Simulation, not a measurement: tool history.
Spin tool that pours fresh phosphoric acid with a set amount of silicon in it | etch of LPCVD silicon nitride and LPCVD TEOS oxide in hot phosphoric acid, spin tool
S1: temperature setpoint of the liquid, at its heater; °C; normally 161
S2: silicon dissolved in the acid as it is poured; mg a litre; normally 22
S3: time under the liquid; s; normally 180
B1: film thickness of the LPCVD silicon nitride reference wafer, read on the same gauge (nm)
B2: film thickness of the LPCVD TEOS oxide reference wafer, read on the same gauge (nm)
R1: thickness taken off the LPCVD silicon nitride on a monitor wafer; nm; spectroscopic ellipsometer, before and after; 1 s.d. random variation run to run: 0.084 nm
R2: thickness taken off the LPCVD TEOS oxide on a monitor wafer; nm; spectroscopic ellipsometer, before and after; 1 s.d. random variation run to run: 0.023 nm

run,hour,S1,S2,S3,B1,B2,R1,R2
1,0,161,22,180,89.97,50.004,18.28,0.637
2,45.1,161,22,180,89.99,49.991,18.4,0.574
3,113.6,161,22,180,90.01,50.002,18.09,0.641
4,162.5,161,26,180,90.02,50.01,18.04,0.524
5,213.3,161,22,180,90.01,50.002,18.18,0.61
6,270.2,161,22,180,90.03,50.007,18.05,0.554
7,330.9,158.5,15,180,90.02,49.997,16.39,0.581
8,389.4,158,10.5,290,89.97,50.023,25.99,0.965
9,446.2,158,27,235,90.01,49.993,20.83,0.491
10,497.5,161,22,210,90.02,50.018,20.71,0.678
11,566.7,161,13.5,105,90,50.01,10.31,0.406
12,630.8,163.5,14.5,85,90,49.996,8.97,0.378
13,702.5,163.5,14.5,85,89.99,49.993,9.49,0.417
14,729.7,161,22,180,89.99,50.002,18.27,0.577
15,792.6,161,14.5,180,90.02,50.01,18.26,0.713
16,853.3,160,33.5,150,89.99,50.012,14.85,0.324
17,885.2,161,22,180,90,49.994,18.16,0.587
18,942.8,159.5,22,235,90.01,49.979,22.65,0.689
19,970.3,161,22,180,89.97,50.035,18.14,0.635
20,1013.8,161,12.5,180,90,49.998,18.24,0.742
21,1067.7,158,14.5,235,90.04,50.017,21.08,0.781

The log once held 5 entries between its listed runs, left out of this copy. Where does each go, and what is different about the tool's unlogged condition between the listed run before it and the listed run after it?
In the gap between runs 1 and 2: dissolved silicon flow meter replaced (hour 17.2)
  temperature lost on the way to the wafer (K): 0.501 -> 0.594
  measured value less the no-hidden-state value, R1: -0.31 -> -0.37 nm; R2: -0.024 -> -0.026 nm
In the gap between runs 10 and 11: gauge calibrated (hour 521.6)
  temperature lost on the way to the wafer (K): 1.53 -> 1.67
  measured value less the no-hidden-state value, R1: -1.09 -> -0.59 nm; R2: -0.081 -> -0.053 nm
In the gap between runs 12 and 13: dissolved silicon flow meter replaced (hour 633.2); heated supply line repaired (hour 644.1)
  temperature lost on the way to the wafer (K): 1.8 -> 0.21
  measured value less the no-hidden-state value, R1: -0.55 -> -0.07 nm; R2: -0.053 -> -0.007 nm
In the gap between runs 19 and 20: thermometer replaced (hour 976.2)
  temperature lost on the way to the wafer (K): 0.762 -> 0.852
  measured value less the no-hidden-state value, R1: -0.47 -> -0.53 nm; R2: -0.037 -> -0.048 nm
